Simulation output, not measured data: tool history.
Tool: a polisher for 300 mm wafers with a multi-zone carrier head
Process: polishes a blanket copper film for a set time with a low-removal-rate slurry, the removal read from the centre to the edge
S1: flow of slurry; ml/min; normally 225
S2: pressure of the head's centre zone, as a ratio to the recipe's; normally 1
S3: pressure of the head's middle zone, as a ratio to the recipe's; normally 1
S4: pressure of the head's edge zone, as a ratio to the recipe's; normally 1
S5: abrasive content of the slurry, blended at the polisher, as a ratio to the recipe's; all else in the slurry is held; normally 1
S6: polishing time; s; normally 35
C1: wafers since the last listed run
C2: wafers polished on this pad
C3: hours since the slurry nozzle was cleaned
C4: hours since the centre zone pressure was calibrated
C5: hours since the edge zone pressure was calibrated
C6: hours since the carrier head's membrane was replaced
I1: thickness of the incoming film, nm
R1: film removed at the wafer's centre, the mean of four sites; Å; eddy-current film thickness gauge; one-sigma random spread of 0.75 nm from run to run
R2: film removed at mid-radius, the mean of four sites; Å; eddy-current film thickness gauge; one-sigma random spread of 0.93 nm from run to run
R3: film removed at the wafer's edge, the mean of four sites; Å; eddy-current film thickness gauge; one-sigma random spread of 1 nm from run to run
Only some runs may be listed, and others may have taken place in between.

run	hour	S1	S2	S3	S4	S5	S6	C1	C2	C3	C4	C5	C6	I1	R1	R2	R3
1	0	225	1	1.07	1	1	35	0	99	153.2	777.1	1360.2	945.4	690	789	857	774
2	6.8	225	1	1	1	1.05	35	45	145	160	783.9	1367	952.2	697.6	810	807	783
3	18	225	1	1	0.93	1	38	74	219	171.2	795.1	1378.2	963.4	677.7	855	868	817
4	28.1	225	1	1	0.93	1	38	67	287	181.3	805.2	1388.3	973.5	685.5	826	833	794
5	37.1	225	1	1	1	1	28	60	347	190.3	814.2	1397.3	982.5	689.9	610	632	612
6	46.8	225	1	1	1	1	28	64	412	200	823.9	1407	992.2	698.3	620	624	614
7	58.6	225	1	0.97	1.03	1	35	78	491	211.8	835.7	1418.8	1004	701.8	748	747	753
8	67.9	225	1	0.97	1.03	1	35	62	553	221.1	845	1428.1	1013.3	674.7	723	729	739
9	80.9	225	1	1	1	1	35	86	640	234.1	858	1441.1	1026.3	683.7	720	738	708
10	96.3	160	1.08	1	1.07	1	45	102	743	249.5	873.4	1456.5	1041.7	693.1	919	862	874
# hour 99.7: slurry nozzle cleaned
# hour 104.4: worn pad replaced by a new one
11	107.5	150	1	1	1	1	39	41	20	7.8	884.6	1467.7	1052.9	687.5	811	826	824
12	114.2	225	1	1	0.93	1	38	44	65	14.5	891.3	1474.4	1059.6	699.8	848	868	805
13	130.9	295	1	1	1	1	35	111	177	31.2	908	1491.1	1076.3	698	813	806	797
# hour 146.4: centre zone pressure recalibrated
14	146.9	225	1	1	1	1	40	93	270	47.2	0.5	1507.1	1092.3	690.7	879	898	844
# hour 151.2: edge zone pressure recalibrated
15	154	225	1	1.11	1.03	1.1	35	34	304	54.3	7.6	2.8	1099.4	701.6	779	881	804
# hour 161.1: carrier head's membrane replaced by a new one
16	162.6	165	1.05	1	1	0.85	35	24	328	62.9	16.2	11.4	1.5	698.8	724	705	688
17	205.8	185	1	0.96	1	1	35	288	617	106.1	59.4	54.6	44.7	687.9	686	675	690

Below, each run's measurement less what the same run would have read without the hidden state. Both values contain the same run-to-run variation, but the gauge's scatter may not be the same in both:
Hidden conditions of the tool in this case: removal rate lost through wear of the pad, %; slurry flow missing at the pad, %; deviation of the centre zone's pressure from its setpoint, %; deviation of the edge zone's pressure from its setpoint, %.
run	R1	R2	R3
1	-11	-12	-11
2	-14	-13	-13
3	-19	-20	-18
4	-25	-25	-24
5	-23	-24	-24
6	-31	-31	-31
7	-50	-49	-49
8	-59	-60	-61
9	-77	-79	-76
10	-133	-125	-126
11	-13	-12	-12
12	-14	-14	-14
13	-18	-18	-18
14	-29	-30	-28
15	-31	-35	-31
16	-35	-34	-34
17	-85	-84	-85
